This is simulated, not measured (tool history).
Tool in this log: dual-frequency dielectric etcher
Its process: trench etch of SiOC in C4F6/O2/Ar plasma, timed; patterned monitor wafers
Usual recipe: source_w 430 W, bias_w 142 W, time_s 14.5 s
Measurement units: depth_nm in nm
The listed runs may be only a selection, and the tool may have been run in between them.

run	hour	source_w	bias_w	time_s	read-back reference wafer on the same gauge, depth_nm	depth_nm
1	0.0	490	142	14.5	27.01	31.67
2	33.1	490	142	14.5	27.05	31.87
3	73.2	430	142	14.5	26.98	29.27
4	75.5	430	142	14.5	27.01	28.99
5	90.6	430	142	14.5	26.95	29.17
6	125.6	430	142	14.5	27.02	29.08
7	158.3	430	142	14.5	26.98	29.01
8	188.7	430	142	14.5	27.00	29.28
9	210.2	430	142	14.5	27.01	29.30
10	222.6	430	134	16.5	26.99	32.89
11	251.1	430	142	14.5	27.02	29.49
12	273.3	490	120	14.5	27.00	30.67
13	287.2	350	142	11.5	26.95	20.72
14	307.6	400	176	13.0	27.07	27.12
15	328.7	360	176	10.5	27.00	20.60
16	363.8	430	142	14.5	27.05	29.80
17	398.9	380	109	18.0	26.96	32.38
18	445.0	370	173	17.0	26.93	33.22
19	463.4	520	142	12.0	27.01	26.82
20	490.4	430	142	14.5	26.98	29.29
21	505.7	430	142	14.5	26.97	29.26
22	531.1	390	142	10.5	27.00	20.05
23	557.7	400	142	11.5	27.01	22.31
24	592.5	510	114	10.5	27.02	22.29
25	611.8	360	119	12.0	27.01	21.32
26	640.9	430	142	14.5	27.02	29.23
27	671.9	430	171	14.5	27.02	31.16
28	685.9	430	134	16.5	26.96	33.31
29	715.6	430	142	14.5	27.02	29.91
30	728.8	490	122	11.0	27.01	23.64
31	754.0	320	124	15.5	27.00	26.17

Taken out of this log: 6 entries between the listed runs. Where each belongs, and how the hidden state differs across it:
Run 2 -> run 3: wet clean of the chamber (hour 72.7)
  etch rate over this chamber's usual, %: 1.94 -> -0.0091
  measured less the result without the state, depth_nm: +0.60 -> -0.01 nm
Run 5 -> run 6: upper electrode replaced (hour 119.4)
  etch rate over this chamber's usual, %: 0.14 -> 0.439
  measured less the result without the state, depth_nm: +0.04 -> +0.13 nm
Run 13 -> run 14: bias power generator calibrated (hour 300.1)
  etch rate over this chamber's usual, %: 1.82 -> 1.99
  measured less the result without the state, depth_nm: +0.37 -> +0.53 nm
Run 15 -> run 16: source power generator calibrated (hour 339.5)
  etch rate over this chamber's usual, %: 2.17 -> 2.47
  measured less the result without the state, depth_nm: +0.44 -> +0.72 nm
Run 16 -> run 17: gauge calibrated (hour 381.1)
  etch rate over this chamber's usual, %: 2.47 -> 2.77
  measured less the result without the state, depth_nm: +0.72 -> +0.87 nm
Run 17 -> run 18: wet clean of the chamber (hour 444.5)
  etch rate over this chamber's usual, %: 2.77 -> 0.288
  measured less the result without the state, depth_nm: +0.87 -> +0.10 nm
